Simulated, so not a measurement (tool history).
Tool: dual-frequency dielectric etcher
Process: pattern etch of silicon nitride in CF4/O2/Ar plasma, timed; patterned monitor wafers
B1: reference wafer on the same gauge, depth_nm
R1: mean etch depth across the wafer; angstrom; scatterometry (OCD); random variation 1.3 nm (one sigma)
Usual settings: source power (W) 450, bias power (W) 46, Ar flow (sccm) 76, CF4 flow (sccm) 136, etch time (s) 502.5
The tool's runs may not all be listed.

{"run": 1, "day": 0.0, "source power (W)": 450, "bias power (W)": 46, "Ar flow (sccm)": 76, "CF4 flow (sccm)": 136, "etch time (s)": 502.5, "B1": 977.1, "R1": 8854}
{"run": 2, "day": 1.383, "source power (W)": 450, "bias power (W)": 46, "Ar flow (sccm)": 90, "CF4 flow (sccm)": 136, "etch time (s)": 502.5, "B1": 977.1, "R1": 8705}
{"run": 3, "day": 3.75, "source power (W)": 450, "bias power (W)": 46, "Ar flow (sccm)": 90, "CF4 flow (sccm)": 136, "etch time (s)": 502.5, "B1": 977.0, "R1": 8697}
{"run": 4, "day": 6.596, "source power (W)": 450, "bias power (W)": 46, "Ar flow (sccm)": 90, "CF4 flow (sccm)": 136, "etch time (s)": 502.5, "B1": 977.3, "R1": 8677}
{"day": 7.675, "done": "bias power generator calibrated"}
{"run": 5, "day": 9.167, "source power (W)": 450, "bias power (W)": 46, "Ar flow (sccm)": 76, "CF4 flow (sccm)": 136, "etch time (s)": 502.5, "B1": 976.8, "R1": 8795}
{"day": 10.425, "done": "wet clean of the chamber"}
{"run": 6, "day": 10.975, "source power (W)": 450, "bias power (W)": 46, "Ar flow (sccm)": 76, "CF4 flow (sccm)": 136, "etch time (s)": 502.5, "B1": 976.6, "R1": 8981}
{"day": 11.183, "done": "source power generator calibrated"}
{"run": 7, "day": 12.054, "source power (W)": 450, "bias power (W)": 46, "Ar flow (sccm)": 76, "CF4 flow (sccm)": 113, "etch time (s)": 393.5, "B1": 977.2, "R1": 6637}
{"day": 12.788, "done": "gauge calibrated"}
{"day": 13.304, "done": "CF4 flow controller replaced"}
{"run": 8, "day": 14.075, "source power (W)": 450, "bias power (W)": 41, "Ar flow (sccm)": 76, "CF4 flow (sccm)": 136, "etch time (s)": 502.5, "B1": 977.1, "R1": 8453}
{"day": 16.262, "done": "upper electrode replaced"}
{"run": 9, "day": 16.283, "source power (W)": 400, "bias power (W)": 43, "Ar flow (sccm)": 76, "CF4 flow (sccm)": 118, "etch time (s)": 502.5, "B1": 977.1, "R1": 7640}
{"run": 10, "day": 16.55, "source power (W)": 400, "bias power (W)": 46, "Ar flow (sccm)": 91, "CF4 flow (sccm)": 136, "etch time (s)": 380.5, "B1": 977.3, "R1": 5843}
{"run": 11, "day": 18.246, "source power (W)": 410, "bias power (W)": 46, "Ar flow (sccm)": 92, "CF4 flow (sccm)": 168, "etch time (s)": 502.5, "B1": 977.2, "R1": 8040}
{"day": 19.125, "done": "Ar flow controller replaced"}
{"run": 12, "day": 20.6, "source power (W)": 490, "bias power (W)": 37, "Ar flow (sccm)": 83, "CF4 flow (sccm)": 136, "etch time (s)": 352.5, "B1": 977.1, "R1": 6168}
{"run": 13, "day": 22.171, "source power (W)": 450, "bias power (W)": 46, "Ar flow (sccm)": 76, "CF4 flow (sccm)": 136, "etch time (s)": 502.5, "B1": 976.8, "R1": 8563}
{"day": 25.646, "done": "wet clean of the chamber"}
{"run": 14, "day": 25.667, "source power (W)": 450, "bias power (W)": 46, "Ar flow (sccm)": 76, "CF4 flow (sccm)": 136, "etch time (s)": 502.5, "B1": 977.0, "R1": 8664}

The tool's hidden state at each run:
bias power that arrives over what is set, %: 0 in every run
Ar flow that arrives over what is set, %: 0 in every run
CF4 flow that arrives over what is set, %: 0 in every run
gauge reads high (%): 0 in every run
H1: etch rate over this chamber's usual, %
H2: source power that arrives over what is set, %
run=1 H1=-0.89 H2=3.79
run=2 H1=-1.03 H2=3.85
run=3 H1=-1.27 H2=3.96
run=4 H1=-1.56 H2=4.1
run=5 H1=-1.82 H2=4.22
run=6 H1=0.0211 H2=4.31
run=7 H1=-0.0889 H2=0.0355
run=8 H1=-0.295 H2=0.0366
run=9 H1=-0.52 H2=0.0392
run=10 H1=-0.547 H2=0.0397
run=11 H1=-0.72 H2=0.0428
run=12 H1=-0.96 H2=0.0485
run=13 H1=-1.12 H2=0.0532
run=14 H1=-0.185 H2=0.0663
